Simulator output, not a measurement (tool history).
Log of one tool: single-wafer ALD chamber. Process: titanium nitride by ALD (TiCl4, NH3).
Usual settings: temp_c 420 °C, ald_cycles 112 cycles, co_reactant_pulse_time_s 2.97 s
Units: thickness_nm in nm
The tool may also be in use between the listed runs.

| run | hour | temp_c | ald_cycles | co_reactant_pulse_time_s | wafers since the last listed run | hours since the last thermocouple change | hours since the showerhead was replaced | hours since the gauge calibration | read-back reference wafer on the same gauge, thickness_nm | thickness_nm |
|---|---|---|---|---|---|---|---|---|---|---|
| 1 | 0.0 | 420 | 112 | 2.97 | 0 | 1344.7 | 3393.2 | 1269.2 | 2.599 | 2.336 |
| 2 | 65.2 | 420 | 104 | 2.97 | 129 | 1409.9 | 3458.4 | 1334.4 | 2.608 | 2.169 |
| 3 | 131.4 | 420 | 112 | 2.97 | 131 | 1476.1 | 3524.6 | 1400.6 | 2.600 | 2.337 |
| 4 | 172.4 | 420 | 112 | 2.97 | 81 | 1517.1 | 3565.6 | 1441.6 | 2.596 | 2.327 |
| 5 | 316.1 | 420 | 112 | 2.97 | 284 | 1660.8 | 3709.3 | 1585.3 | 2.595 | 2.325 |
| 6 | 384.2 | 420 | 112 | 2.97 | 134 | 1728.9 | 3777.4 | 1653.4 | 2.605 | 2.340 |
| 7 | 465.2 | 420 | 112 | 2.97 | 160 | 1809.9 | 3858.4 | 1734.4 | 2.602 | 2.354 |
| 8 | 504.2 | 420 | 112 | 2.97 | 77 | 1848.9 | 3897.4 | 1773.4 | 2.598 | 2.309 |
| 9 | 586.2 | 420 | 112 | 2.97 | 162 | 1930.9 | 3979.4 | 1855.4 | 2.598 | 2.307 |
| 10 | 669.8 | 420 | 112 | 2.97 | 165 | 2014.5 | 4063.0 | 1939.0 | 2.601 | 2.322 |
| 11 | 771.5 | 420 | 112 | 2.97 | 201 | 2116.2 | 4164.7 | 2040.7 | 2.597 | 2.336 |
| 12 | 821.6 | 420 | 112 | 2.97 | 99 | 2166.3 | 4214.8 | 2090.8 | 2.596 | 2.321 |
|  | 860.8 | showerhead replaced |
| 13 | 884.2 | 420 | 112 | 2.97 | 108 | 2228.9 | 23.4 | 2153.4 | 2.600 | 2.310 |
| 14 | 925.5 | 420 | 112 | 2.97 | 81 | 2270.2 | 64.7 | 2194.7 | 2.600 | 2.320 |
| 15 | 1023.6 | 420 | 112 | 2.97 | 194 | 2368.3 | 162.8 | 2292.8 | 2.602 | 2.314 |
|  | 1052.1 | thermocouple changed; heater temperature recalibrated |
| 16 | 1081.2 | 420 | 97 | 3.66 | 98 | 29.1 | 220.4 | 2350.4 | 2.604 | 2.018 |
| 17 | 1153.5 | 407 | 100 | 1.91 | 143 | 101.4 | 292.7 | 2422.7 | 2.600 | 2.025 |
| 18 | 1203.5 | 406 | 101 | 2.17 | 99 | 151.4 | 342.7 | 2472.7 | 2.601 | 2.093 |
| 19 | 1294.4 | 420 | 127 | 3.84 | 180 | 242.3 | 433.6 | 2563.6 | 2.595 | 2.645 |
|  | 1380.9 | gauge calibrated |
| 20 | 1396.1 | 420 | 112 | 3.97 | 201 | 344.0 | 535.3 | 15.2 | 2.606 | 2.346 |
| 21 | 1442.6 | 420 | 97 | 3.66 | 92 | 390.5 | 581.8 | 61.7 | 2.598 | 2.027 |
| 22 | 1522.9 | 420 | 112 | 1.81 | 159 | 470.8 | 662.1 | 142.0 | 2.601 | 2.311 |
| 23 | 1602.0 | 434 | 106 | 2.28 | 156 | 549.9 | 741.2 | 221.1 | 2.604 | 2.178 |
| 24 | 1706.1 | 420 | 96 | 2.31 | 206 | 654.0 | 845.3 | 325.2 | 2.595 | 1.981 |
| 25 | 1807.2 | 426 | 130 | 2.97 | 200 | 755.1 | 946.4 | 426.3 | 2.595 | 2.720 |
| 26 | 1897.8 | 426 | 103 | 1.89 | 179 | 845.7 | 1037.0 | 516.9 | 2.599 | 2.114 |
| 27 | 1984.7 | 431 | 127 | 3.43 | 172 | 932.6 | 1123.9 | 603.8 | 2.599 | 2.640 |
| 28 | 2092.7 | 420 | 112 | 2.97 | 214 | 1040.6 | 1231.9 | 711.8 | 2.601 | 2.328 |

Forecast each of these 5 alternatives for the next run:
| A | 2093.4 | 409 | 112 | 2.97 | 1 | 1041.3 | 1232.6 | 712.5 | ? | ? |
| B | 2093.4 | 416 | 112 | 2.97 | 1 | 1041.3 | 1232.6 | 712.5 | ? | ? |
| C | 2093.4 | 426 | 96 | 2.34 | 1 | 1041.3 | 1232.6 | 712.5 | ? | ? |
| D | 2093.4 | 407 | 90 | 3.30 | 1 | 1041.3 | 1232.6 | 712.5 | ? | ? |
| E | 2093.4 | 413 | 112 | 3.90 | 1 | 1041.3 | 1232.6 | 712.5 | ? | ? |

| run | read-back reference wafer on the same gauge, thickness_nm | thickness_nm |
|---|---|---|
| A | 2.600 | 2.327 |
| B | 2.600 | 2.330 |
| C | 2.600 | 1.993 |
| D | 2.600 | 1.874 |
| E | 2.600 | 2.342 |
Without the tool's hidden state the same runs would have given:
| run | thickness_nm |
|---|---|
| A | 2.327 |
| B | 2.330 |
| C | 1.993 |
| D | 1.874 |
| E | 2.342 |
